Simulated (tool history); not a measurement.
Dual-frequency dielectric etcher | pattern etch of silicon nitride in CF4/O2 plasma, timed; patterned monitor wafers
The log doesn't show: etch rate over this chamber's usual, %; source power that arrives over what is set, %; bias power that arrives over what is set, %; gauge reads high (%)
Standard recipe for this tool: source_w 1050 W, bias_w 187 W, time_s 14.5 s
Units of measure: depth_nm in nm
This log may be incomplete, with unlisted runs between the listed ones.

run	hour	source_w	bias_w	time_s	wafers since the last listed run	hours since the last wet clean	hours since the last source power generator calibration	hours since the last bias power generator calibration	hours since the last upper electrode change	hours since the gauge calibration	read-back reference wafer on the same gauge, depth_nm	depth_nm
1	0.0	1050	211	14.5	0	109.6	3440.0	3933.8	5172.1	562.5	56.1	55.0
2	26.3	1050	211	14.5	335	135.9	3466.3	3960.1	5198.4	588.8	56.1	55.3
3	115.8	1050	211	14.5	1141	225.4	3555.8	4049.6	5287.9	678.3	56.1	54.3
4	136.0	1050	187	14.5	257	245.6	3576.0	4069.8	5308.1	698.5	56.1	53.5
5	152.6	1050	187	14.5	211	262.2	3592.6	4086.4	5324.7	715.1	56.1	52.6
6	167.4	1050	187	14.5	188	277.0	3607.4	4101.2	5339.5	729.9	56.1	52.4
7	187.9	1050	187	14.5	261	297.5	3627.9	4121.7	5360.0	750.4	56.1	52.1
# hour 238.0: wet clean of the chamber
8	238.5	1050	187	13.0	339	0.5	3678.5	4172.3	5410.6	801.0	56.1	49.5
9	238.9	1050	220	14.5	5	0.9	3678.9	4172.7	5411.0	801.4	56.1	56.9
10	259.0	1050	220	14.5	256	21.0	3699.0	4192.8	5431.1	821.5	56.1	57.2
11	274.7	1050	220	14.5	200	36.7	3714.7	4208.5	5446.8	837.2	56.1	57.1
12	296.4	1050	187	14.5	276	58.4	3736.4	4230.2	5468.5	858.9	56.0	54.9
# hour 329.7: upper electrode replaced
13	330.2	1050	187	14.5	125	92.2	3770.2	4264.0	0.5	892.7	56.1	54.7
# hour 346.3: gauge calibrated
14	361.5	1050	220	14.5	399	123.5	3801.5	4295.3	31.8	15.2	56.1	56.7
15	386.1	1240	209	16.5	313	148.1	3826.1	4319.9	56.4	39.8	56.1	74.5
16	401.7	1220	187	10.5	199	163.7	3841.7	4335.5	72.0	55.4	56.2	44.9
17	427.0	1050	187	14.5	322	189.0	3867.0	4360.8	97.3	80.7	56.1	54.4
# hour 440.4: source power generator calibrated
# hour 449.7: bias power generator calibrated
18	509.1	1050	187	13.0	945	271.1	68.7	59.4	179.4	162.8	56.0	47.9
19	539.1	980	229	16.5	382	301.1	98.7	89.4	209.4	192.8	56.1	59.8
20	563.8	940	216	11.5	315	325.8	123.4	114.1	234.1	217.5	56.1	38.9
# hour 588.4: wet clean of the chamber
21	588.9	1050	187	18.5	14	0.5	148.5	139.2	259.2	242.6	56.1	69.3
22	604.7	1160	187	17.0	201	16.3	164.3	155.0	275.0	258.4	56.1	69.8
23	660.7	1050	220	14.5	714	72.3	220.3	211.0	331.0	314.4	56.1	55.6
24	761.9	1180	187	14.5	1291	173.5	321.5	312.2	432.2	415.6	56.1	58.8
25	784.6	1050	187	14.5	289	196.2	344.2	334.9	454.9	438.3	56.1	52.9
26	810.2	1050	159	11.5	326	221.8	369.8	360.5	480.5	463.9	56.0	40.0

Branching from run 26: 4 alternative next runs. What would each branch give?
A	810.6	1050	232	14.5	5	222.2	370.2	360.9	480.9	464.3	?	?
B	810.6	1050	187	16.5	5	222.2	370.2	360.9	480.9	464.3	?	?
C	810.6	980	227	14.5	5	222.2	370.2	360.9	480.9	464.3	?	?
D	810.6	880	168	14.5	5	222.2	370.2	360.9	480.9	464.3	?	?

run	read-back reference wafer on the same gauge, depth_nm	depth_nm
A	56.1	55.4
B	56.1	60.0
C	56.1	51.6
D	56.1	43.3
With the hidden condition removed and each run's random variation left untouched, the same runs would have given:
run	depth_nm
A	57.8
B	62.5
C	53.7
D	45.2
